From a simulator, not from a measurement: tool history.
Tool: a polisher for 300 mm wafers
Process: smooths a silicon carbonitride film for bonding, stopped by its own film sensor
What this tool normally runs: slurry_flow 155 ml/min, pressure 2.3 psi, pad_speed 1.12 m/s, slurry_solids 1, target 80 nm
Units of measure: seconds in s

run     day  slurry_flow  pressure  pad_speed  slurry_solids  target  wafers since the last listed run  wafers polished on this pad  hours since the slurry nozzle was cleaned  hours since the head pressure was calibrated  hours since the slurry blender was calibrated  incoming thickness of the incoming film, nm  seconds
  1       0          155       2.3       1.12              1      80                                 0                          454                                        323                                         340.5                                            349                                        100.9     65.9
  2   1.083          155       2.3       1.12              1      80                               349                          804                                        349                                         366.5                                            375                                         98.6     57.1
       2.55  -- slurry blender recalibrated
  3   3.712          155       2.3       1.12              1      80                               822                         1626                                      412.1                                         429.6                                           27.9                                         99.5     53.6
  4   5.029          155       2.3       1.12              1      80                               425                         2052                                      443.7                                         461.2                                           59.5                                        101.8     60.9
  5   6.042          155       2.3       1.12              1      80                               327                         2379                                        468                                         485.5                                           83.8                                        100.1     56.1
  6   7.333          155       2.3       1.12              1      80                               417                         2796                                        499                                         516.5                                          114.8                                           99     54.4
  7   8.471          155       2.3       1.12              1      80                               367                         3164                                      526.3                                         543.8                                          142.1                                          100     56.2
  8    10.1          155       2.3       1.12              1      80                               526                         3690                                      565.4                                         582.9                                          181.2                                         99.6     55.2
     12.017  -- worn pad replaced by a new one
  9  12.329          155       2.3       1.12              1      80                               666                          100                                      618.9                                         636.4                                          234.7                                         98.8     53.6
 10  14.783          155       2.3       1.12            1.2      80                               792                          893                                      677.8                                         695.3                                          293.6                                        101.2     58.3
 11  16.008          155       2.3       1.12              1      80                               395                         1288                                      707.2                                         724.7                                            323                                        100.7     62.4
 12   17.75          155       2.3       1.12              1      80                               562                         1851                                        749                                         766.5                                          364.8                                        100.1       61
     18.025  -- slurry nozzle cleaned
     19.292  -- slurry blender recalibrated
 13  20.379          155       2.3       1.12              1      80                               809                         2660                                       56.5                                         829.6                                           26.1                                        101.3       60
     22.621  -- head pressure recalibrated
 14  22.742          155       2.3       1.12              1      80                               736                         3396                                      113.2                                           2.9                                           82.8                                          100     54.8
 15  25.612          125       2.3       0.84              1      73                               927                         4324                                      182.1                                          71.8                                          151.7                                         99.9     91.5
 16  27.983          155       2.3       1.12              1      80                               765                         5090                                        239                                         128.7                                          208.6                                         98.6       54
     29.904  -- worn pad replaced by a new one
 17  30.354          155       2.3       1.12              1      76                               712                          145                                      295.9                                         185.6                                          265.5                                        101.2     72.7
 18  33.029          155         3       1.12              1      83                               864                         1009                                      360.1                                         249.8                                          329.7                                         99.6     39.9
 19  34.625          155       2.3       1.48              1      80                               515                         1525                                      398.4                                         288.1                                            368                                        100.4     53.6
     35.379  -- slurry blender recalibrated
 20  37.004          155       2.7       1.12              1      80                               741                         2267                                      455.5                                         345.2                                             39                                         98.5     41.3
 21  39.604          155       2.3       1.52              1      77                               839                         3107                                      517.9                                         407.6                                          101.4                                         99.7     54.2
     41.862  -- slurry nozzle cleaned
 22  42.175          155       2.3       1.12            0.8      80                               817                         3924                                        7.5                                         469.3                                          163.1                                        100.7     61.1
 23  43.917          155       3.1       1.22            1.2      76                               562                         4486                                       49.3                                         511.1                                          204.9                                        100.2     47.2
 24   44.95          155       2.8       1.46              1      80                               333                         4820                                       74.1                                         535.9                                          229.7                                         99.9     40.6
     47.342  -- worn pad replaced by a new one
     50.817  -- slurry blender recalibrated
 25  53.817          155       2.3       1.32              1      80                              2783                         2064                                      286.9                                         748.7                                             72                                        100.8     52.6
     54.108  -- head pressure recalibrated
 26  57.083          155       2.3       1.12              1      76                              1028                         3093                                      365.3                                          71.4                                          150.4                                         99.6     65.3
 27   59.05          175       2.3       1.12           0.85      80                               635                         3728                                      412.5                                         118.6                                          197.6                                          101     61.7
 28  60.796          155       2.3       1.12              1      74                               564                         4292                                      454.4                                         160.5                                          239.5                                         99.7       75
     61.096  -- worn pad replaced by a new one
 29  63.088          155       2.3       1.12              1      80                               686                          643                                      509.4                                         215.5                                          294.5                                        100.9     60.3
 30  65.375          155       2.3       1.12              1      80                               739                         1382                                      564.3                                         270.4                                          349.4                                         99.7       60
     66.179  -- slurry nozzle cleaned
 31   67.75          155       2.3       1.12            0.9      80                               753                         2136                                       37.7                                         327.4                                          406.4                                           98     59.4

Hidden condition of the tool, last listed run before each entry between runs versus first listed run after:
Runs 2 to 3: slurry blender recalibrated (day 2.55)
  abrasive missing from the slurry, %: 36.6 -> 0.274
  the result without the hidden state subtracted from the measured one, seconds: +6.8 -> +0 s
Runs 8 to 9: worn pad replaced by a new one (day 12.017)
  abrasive missing from the slurry, %: 8.19 -> 13.7
  the result without the hidden state subtracted from the measured one, seconds: +1.3 -> +2.2 s
Runs 12 to 13: slurry nozzle cleaned (day 18.025); slurry blender recalibrated (day 19.292)
  abrasive missing from the slurry, %: 32.9 -> 3.04
  the result without the hidden state subtracted from the measured one, seconds: +6.4 -> +0.5 s
Runs 13 to 14: head pressure recalibrated (day 22.621)
  abrasive missing from the slurry, %: 3.04 -> 4.57
  the result without the hidden state subtracted from the measured one, seconds: +0.5 -> +0.8 s
Runs 16 to 17: worn pad replaced by a new one (day 29.904)
  abrasive missing from the slurry, %: 13.6 -> 20.3
  the result without the hidden state subtracted from the measured one, seconds: +2.2 -> +4.5 s
Runs 19 to 20: slurry blender recalibrated (day 35.379)
  abrasive missing from the slurry, %: 36.3 -> 0.638
  the result without the hidden state subtracted from the measured one, seconds: +6.3 -> +0 s
Runs 21 to 22: slurry nozzle cleaned (day 41.862)
  abrasive missing from the slurry, %: 2.8 -> 6.83
  the result without the hidden state subtracted from the measured one, seconds: +0.5 -> +1.3 s
Runs 24 to 25: worn pad replaced by a new one (day 47.342); slurry blender recalibrated (day 50.817)
  abrasive missing from the slurry, %: 13.3 -> 3.87
  the result without the hidden state subtracted from the measured one, seconds: +1.7 -> +0.6 s
Runs 25 to 26: head pressure recalibrated (day 54.108)
  abrasive missing from the slurry, %: 3.87 -> 8.18
  the result without the hidden state subtracted from the measured one, seconds: +0.6 -> +1.6 s
Runs 28 to 29: worn pad replaced by a new one (day 61.096)
  abrasive missing from the slurry, %: 16.8 -> 24
  the result without the hidden state subtracted from the measured one, seconds: +3.8 -> +4.5 s
Runs 30 to 31: slurry nozzle cleaned (day 66.179)
  abrasive missing from the slurry, %: 32.7 -> 43.4
  the result without the hidden state subtracted from the measured one, seconds: +6.3 -> +8.9 s
